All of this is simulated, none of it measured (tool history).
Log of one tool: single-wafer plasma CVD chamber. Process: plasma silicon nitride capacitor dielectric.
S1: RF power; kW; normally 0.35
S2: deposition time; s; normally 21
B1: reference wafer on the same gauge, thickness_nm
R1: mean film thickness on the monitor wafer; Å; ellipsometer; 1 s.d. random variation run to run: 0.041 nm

run   hour     S1    S2      B1      R1
  1      0  0.385    21  26.287  277.32
  2   17.4  0.385    21  26.304  277.05
  3   30.2  0.385    21  26.308  277.12
  4   50.3  0.385  18.1    26.3  238.21
  5   67.5  0.385  18.1  26.294  238.57
  6   83.8  0.385  18.1  26.299  238.08
  7   94.3   0.35    21  26.304  269.47
  8  110.5   0.35    21  26.296  268.28
  9  126.7   0.35    21  26.299  268.92
 10  144.6   0.35    21  26.305   267.8
 11  159.2  0.375    21  26.299  274.24
 12    170  0.375    21  26.298   274.3
 13  183.4   0.35  24.1  26.288  315.64
 14    189   0.35  24.1  26.312  315.25
 15  233.8   0.35  23.1  26.308  301.83
 16  248.7   0.35    21  26.291  275.33
 17  262.2   0.35  18.4  26.299  241.14
 18  277.3   0.35  17.6   26.29  230.43
 19  296.3   0.35    21  26.299  274.01
 20  302.9  0.305  18.7  26.297  232.92
 21  312.2   0.31  17.5  26.306  219.61
 22  322.8  0.385  25.2  26.302  339.46
 23  340.7   0.39  19.1  26.302  258.83
 24  354.4  0.315  17.2  26.302  216.81
 25  363.2  0.375    19  26.305  253.99
 26    376   0.32  25.2  26.303   319.2
 27  390.1  0.385  18.1  26.305  243.28
 28  405.3   0.35    21  26.304  273.18
 29  435.9   0.37    21  26.303  277.96
 30  446.3   0.31  22.1  26.298  276.08

Not shown here: 3 entries made in the log between runs. Locate each between two listed runs and compare the hidden state at the listed run before it with the hidden state at the listed run after it:
Runs 12 to 13: RF generator calibrated (hour 182.9)
  delivered RF power above the setpoint (%): -8.62 -> -0.942
  measured less the result without the state, R1: -8.17 -> -0.97 Å
Runs 18 to 19: showerhead replaced (hour 295.8)
  delivered RF power above the setpoint (%): -2.01 -> -2.21
  measured less the result without the state, R1: -1.52 -> -2 Å
Runs 22 to 23: gauge calibrated (hour 332.8)
  delivered RF power above the setpoint (%): -2.48 -> -2.66
  measured less the result without the state, R1: -2.78 -> -2.28 Å
